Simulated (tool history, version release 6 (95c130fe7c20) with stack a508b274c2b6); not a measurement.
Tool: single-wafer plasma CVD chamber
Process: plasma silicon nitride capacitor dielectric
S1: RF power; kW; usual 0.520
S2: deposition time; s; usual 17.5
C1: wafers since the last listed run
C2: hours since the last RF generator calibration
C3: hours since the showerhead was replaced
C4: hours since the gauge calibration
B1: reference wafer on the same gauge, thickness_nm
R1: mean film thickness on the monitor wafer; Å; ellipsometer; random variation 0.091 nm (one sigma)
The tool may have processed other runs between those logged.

run	hour	S1	S2	C1	C2	C3	C4	B1	R1
1	0.0	0.565	17.5	0	1026.0	5065.1	1062.6	27.407	231.95
2	37.4	0.520	17.5	876	1063.4	5102.5	1100.0	27.390	224.93
3	83.3	0.520	15.8	1075	1109.3	5148.4	1145.9	27.401	202.74
4	142.3	0.520	17.5	1382	1168.3	5207.4	1204.9	27.383	223.72
5	174.2	0.520	17.5	747	1200.2	5239.3	1236.8	27.400	224.72
6	204.7	0.520	17.5	714	1230.7	5269.8	1267.3	27.396	225.42
7	244.0	0.520	17.5	921	1270.0	5309.1	1306.6	27.421	224.55
8	273.8	0.550	14.9	698	1299.8	5338.9	1336.4	27.404	195.36
9	310.9	0.520	15.3	869	1336.9	5376.0	1373.5	27.402	195.96
10	379.8	0.520	15.3	1614	1405.8	5444.9	1442.4	27.390	196.02
11	499.6	0.520	15.3	2807	1525.6	5564.7	1562.2	27.407	195.86
12	530.0	0.520	17.5	712	1556.0	5595.1	1592.6	27.425	223.83
13	592.7	0.520	17.5	1469	1618.7	5657.8	1655.3	27.406	223.55
14	664.4	0.520	17.5	1680	1690.4	5729.5	1727.0	27.409	224.15
15	695.7	0.520	17.5	733	1721.7	5760.8	1758.3	27.409	223.31
16	734.4	0.520	17.5	907	1760.4	5799.5	1797.0	27.392	223.24
17	764.1	0.520	17.5	696	1790.1	5829.2	1826.7	27.402	224.38
18	802.4	0.520	17.5	897	1828.4	5867.5	1865.0	27.409	224.26
19	899.8	0.520	17.5	2282	1925.8	5964.9	1962.4	27.404	223.62
20	959.7	0.485	19.6	1403	1985.7	6024.8	2022.3	27.395	245.09
21	1149.1	0.520	17.5	4438	2175.1	6214.2	2211.7	27.396	223.01
22	1197.8	0.520	17.5	1141	2223.8	6262.9	2260.4	27.399	224.13
23	1265.6	0.470	14.5	1589	2291.6	6330.7	2328.2	27.409	180.03
# hour 1309.5: RF generator calibrated
24	1310.3	0.475	14.5	860	0.8	6375.4	2372.9	27.416	184.53
# hour 1349.7: showerhead replaced, of another model than before
25	1374.5	0.605	20.6	1317	65.0	24.8	2437.1	27.398	278.99
# hour 1447.8: gauge calibrated
26	1583.8	0.625	19.5	4905	274.3	234.1	136.0	27.395	267.42
27	1655.1	0.520	17.5	1671	345.6	305.4	207.3	27.414	228.28
28	1683.5	0.570	14.6	665	374.0	333.8	235.7	27.397	195.55
29	1788.4	0.455	20.6	2458	478.9	438.7	340.6	27.401	258.63
30	1858.9	0.470	14.3	1652	549.4	509.2	411.1	27.406	182.19
31	1911.8	0.520	17.5	1239	602.3	562.1	464.0	27.389	227.61
32	1960.9	0.455	17.5	1150	651.4	611.2	513.1	27.413	220.64
33	2022.0	0.520	17.5	1432	712.5	672.3	574.2	27.402	227.63
34	2066.9	0.620	16.6	1052	757.4	717.2	619.1	27.410	222.21
35	2101.3	0.615	19.3	806	791.8	751.6	653.5	27.406	260.75
36	2161.4	0.430	15.2	1408	851.9	811.7	713.6	27.393	189.79
37	2210.4	0.600	14.8	1148	900.9	860.7	762.6	27.389	198.97
38	2276.1	0.520	17.5	1539	966.6	926.4	828.3	27.401	227.48
39	2341.3	0.465	15.0	1528	1031.8	991.6	893.5	27.387	188.03
40	2369.9	0.520	17.5	670	1060.4	1020.2	922.1	27.420	226.45
41	2418.5	0.590	16.0	1139	1109.0	1068.8	970.7	27.395	214.80
42	2450.5	0.520	17.5	749	1141.0	1100.8	1002.7	27.388	226.13

Give the tool's hidden conditions for every run:
gauge reads high (%): 0 in every run
H1: delivered RF power above the setpoint (%)
run	H1
1	-7.02
2	-7.12
3	-7.23
4	-7.37
5	-7.44
6	-7.5
7	-7.58
8	-7.64
9	-7.7
10	-7.82
11	-7.99
12	-8.03
13	-8.11
14	-8.18
15	-8.22
16	-8.25
17	-8.28
18	-8.31
19	-8.39
20	-8.43
21	-8.55
22	-8.57
23	-8.6
24	-0.749
25	-1.5
26	-3.52
27	-4.08
28	-4.28
29	-4.98
30	-5.39
31	-5.67
32	-5.91
33	-6.19
34	-6.38
35	-6.51
36	-6.73
37	-6.9
38	-7.11
39	-7.3
40	-7.37
41	-7.49
42	-7.57

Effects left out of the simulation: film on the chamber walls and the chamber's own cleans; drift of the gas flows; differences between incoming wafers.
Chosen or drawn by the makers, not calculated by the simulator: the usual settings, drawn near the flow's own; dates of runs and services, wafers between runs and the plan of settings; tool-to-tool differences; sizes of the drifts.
